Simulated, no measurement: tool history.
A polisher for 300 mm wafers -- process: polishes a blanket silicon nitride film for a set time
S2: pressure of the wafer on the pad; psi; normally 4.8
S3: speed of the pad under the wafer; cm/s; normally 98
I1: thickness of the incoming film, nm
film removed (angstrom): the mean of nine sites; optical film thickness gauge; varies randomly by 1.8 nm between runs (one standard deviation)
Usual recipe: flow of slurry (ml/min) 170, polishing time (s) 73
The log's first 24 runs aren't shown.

Run 25, hour 301.6: usual settings but flow of slurry (ml/min) 225, S2 6.4 psi, S3 120 cm/s, polishing time (s) 52; I1 561.5. Result: film removed (angstrom) 1423.
Run 26, hour 313.2: usual settings but flow of slurry (ml/min) 130, S2 3.3 psi, S3 84 cm/s, polishing time (s) 51; I1 568.4. Result: film removed (angstrom) 675.
Run 27, hour 330.2: usual settings; I1 571.2. Result: film removed (angstrom) 1386.
Run 28, hour 347.6: usual settings but S3 80 cm/s; I1 561.2. Result: film removed (angstrom) 1267.
Run 29, hour 362.3: usual settings but flow of slurry (ml/min) 225, S3 112 cm/s, polishing time (s) 91; I1 570.8. Result: film removed (angstrom) 1906.
Run 30, hour 369.6: usual settings; I1 574.1. Result: film removed (angstrom) 1349.
At hour 378.7: worn pad replaced by a new one.
Run 31, hour 380.2: usual settings; I1 574.5. Result: film removed (angstrom) 1384.
Run 32, hour 393: usual settings but flow of slurry (ml/min) 190, S2 3.2 psi, S3 84 cm/s, polishing time (s) 94; I1 579.4. Result: film removed (angstrom) 1266.
Run 33, hour 407.2: usual settings but flow of slurry (ml/min) 145; I1 559. Result: film removed (angstrom) 1325.
Run 34, hour 413.4: usual settings but S2 4.2 psi; I1 565.1. Result: film removed (angstrom) 1256.
Run 35, hour 420.4: usual settings; I1 566. Result: film removed (angstrom) 1355.
Run 36, hour 431.9: usual settings but flow of slurry (ml/min) 110; I1 569. Result: film removed (angstrom) 1264.

What if the next run were any one of these 5? Each begins from the tool's condition after run 36:
Run A, hour 432.3: usual settings but flow of slurry (ml/min) 225; I1 572.9. Result: film removed (angstrom) ?.
Run B, hour 432.3: usual settings but flow of slurry (ml/min) 220, S2 6.2 psi, polishing time (s) 98; I1 572.9. Result: film removed (angstrom) ?.
Run C, hour 432.3: usual settings but flow of slurry (ml/min) 205, S2 5.7 psi, S3 80 cm/s, polishing time (s) 56; I1 572.9. Result: film removed (angstrom) ?.
Run D, hour 432.3: usual settings but flow of slurry (ml/min) 195, S2 4 psi, S3 70 cm/s, polishing time (s) 64; I1 572.9. Result: film removed (angstrom) ?.
Run E, hour 432.3: usual settings but flow of slurry (ml/min) 190, S2 6.3 psi, S3 106 cm/s, polishing time (s) 84; I1 572.9. Result: film removed (angstrom) ?.

run  film removed (angstrom)
  A                     1415
  B                     2293
  C                     1112
  D                      925
  E                     2017
Take away the tool's hidden state, keep each run's random variation, and the runs would have read:
run  film removed (angstrom)
  A                     1495
  B                     2425
  C                     1180
  D                      984
  E                     2148
